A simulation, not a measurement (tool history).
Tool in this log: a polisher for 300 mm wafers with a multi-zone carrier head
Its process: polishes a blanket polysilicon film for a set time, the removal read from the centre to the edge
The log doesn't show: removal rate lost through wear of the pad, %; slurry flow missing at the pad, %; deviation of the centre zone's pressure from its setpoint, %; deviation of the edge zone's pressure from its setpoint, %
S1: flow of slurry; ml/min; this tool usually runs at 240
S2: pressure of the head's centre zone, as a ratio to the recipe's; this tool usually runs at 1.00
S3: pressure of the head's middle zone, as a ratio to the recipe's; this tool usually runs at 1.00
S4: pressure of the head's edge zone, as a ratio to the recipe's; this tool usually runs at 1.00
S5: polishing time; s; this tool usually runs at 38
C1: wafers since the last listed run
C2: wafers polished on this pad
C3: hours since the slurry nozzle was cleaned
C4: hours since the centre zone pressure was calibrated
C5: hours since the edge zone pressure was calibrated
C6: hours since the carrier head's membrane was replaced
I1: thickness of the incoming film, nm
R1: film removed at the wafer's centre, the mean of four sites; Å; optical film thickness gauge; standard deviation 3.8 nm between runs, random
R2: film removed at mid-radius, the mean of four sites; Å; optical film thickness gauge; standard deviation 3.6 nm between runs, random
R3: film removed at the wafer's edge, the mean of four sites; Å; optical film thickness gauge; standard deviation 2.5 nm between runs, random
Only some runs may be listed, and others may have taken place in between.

run   hour   S1    S2    S3    S4  S5   C1    C2     C3     C4     C5      C6      I1    R1    R2    R3
  1    0.0  240  1.00  1.00  1.00  38    0   994    3.7  185.4  776.0  1135.1  2034.0  3215  3286  3274
      17.6  -- worn pad replaced by a new one
  2   18.1  180  1.00  1.00  1.07  38  209     7   21.8  203.5  794.1  1153.2  2046.1  2890  2972  3048
  3   29.4  180  1.00  1.00  1.07  38  167   175   33.1  214.8  805.4  1164.5  1996.1  2875  2862  2991
  4   71.0  180  1.00  1.00  1.07  38  617   792   74.7  256.4  847.0  1206.1  1983.8  2778  2839  2883
      81.9  -- edge zone pressure recalibrated
      86.1  -- worn pad replaced by a new one, repeated, since the last time left the tool worse
  5   86.6  240  1.00  1.00  1.00  38  142     6   90.3  272.0    4.7  1221.7  2008.7  3444  3451  3394
  6  100.2  240  1.00  1.00  1.00  47  201   208  103.9  285.6   18.3  1235.3  2007.9  4132  4200  4110
  7  116.2  240  1.00  1.00  1.00  47  237   446  119.9  301.6   34.3  1251.3  2020.7  4087  4071  4050
  8  126.4  240  1.00  1.10  1.00  38  151   597  130.1  311.8   44.5  1261.5  1992.1  3288  3513  3245
  9  137.8  265  1.00  1.00  1.00  46  169   767  141.5  323.2   55.9  1272.9  2038.4  4039  4087  3998
 10  154.6  240  1.00  1.00  1.10  29  249  1016  158.3  340.0   72.7  1289.7  1990.7  2496  2507  2587
     158.7  -- centre zone pressure recalibrated
 11  168.1  240  1.09  1.05  1.00  43  170  1187  171.8    9.4   86.2  1303.2  2054.8  4037  3902  3636
     176.5  -- worn pad replaced by a new one
 12  176.9  240  1.00  0.91  0.92  38   71     6  180.6   18.2   95.0  1312.0  1996.0  3412  3200  3249
 13  188.6  240  1.00  1.00  1.00  38  173   180  192.3   29.9  106.7  1323.7  1983.3  3344  3317  3332
 14  204.7  240  1.00  1.10  1.00  38  239   419  208.4   46.0  122.8  1339.8  1986.9  3330  3597  3244
 15  210.9  240  1.00  1.00  0.92  38   92   511  214.6   52.2  129.0  1346.0  1998.7  3331  3334  3156
     215.3  -- slurry nozzle cleaned
     226.3  -- carrier head's membrane replaced by a new one
 16  248.4  220  1.07  1.00  0.88  38  467   979   33.1   89.7  166.5    22.1  2008.9  3410  3289  3033
     281.5  -- worn pad replaced by a new one
 17  282.0  205  1.00  1.00  1.00  48  439     7   66.7  123.3  200.1    55.7  2043.8  4156  4317  4255
 18  284.9  265  1.00  1.00  1.00  46   43    50   69.6  126.2  203.0    58.6  2006.2  4246  4178  4104
 19  297.3  240  0.94  1.10  1.00  38  184   234   82.0  138.6  215.4    71.0  2009.1  3118  3733  3336
 20  310.6  240  0.96  0.96  1.00  38  197   432   95.3  151.9  228.7    84.3  2043.5  3141  3251  3299
 21  327.8  165  1.08  1.00  1.00  44  255   687  112.5  169.1  245.9   101.5  1981.5  3817  3602  3596
 22  344.6  175  0.97  0.97  1.09  38  249   936  129.3  185.9  262.7   118.3  1980.2  3005  3036  3271

4 ways to go on from here, each from the tool as it stands after run 22. What would each give?
  A  345.0  270  1.00  1.00  1.00  38   5  942  129.7  186.3  263.1  118.7  2001.1   ?   ?   ?
  B  345.0  240  1.00  1.00  1.00  46   5  942  129.7  186.3  263.1  118.7  2001.1   ?   ?   ?
  C  345.0  295  1.00  1.00  1.00  30   5  942  129.7  186.3  263.1  118.7  2001.1   ?   ?   ?
  D  345.0  240  0.96  1.00  1.00  38   5  942  129.7  186.3  263.1  118.7  2001.1   ?   ?   ?

run    R1    R2    R3
  A  3254  3360  3226
  B  3876  4008  3862
  C  2597  2679  2566
  D  3073  3312  3190
Take away the tool's hidden state, keep each run's random variation, and the runs would have read:
run    R1    R2    R3
  A  3435  3547  3405
  B  4091  4231  4077
  C  2741  2828  2709
  D  3244  3496  3368
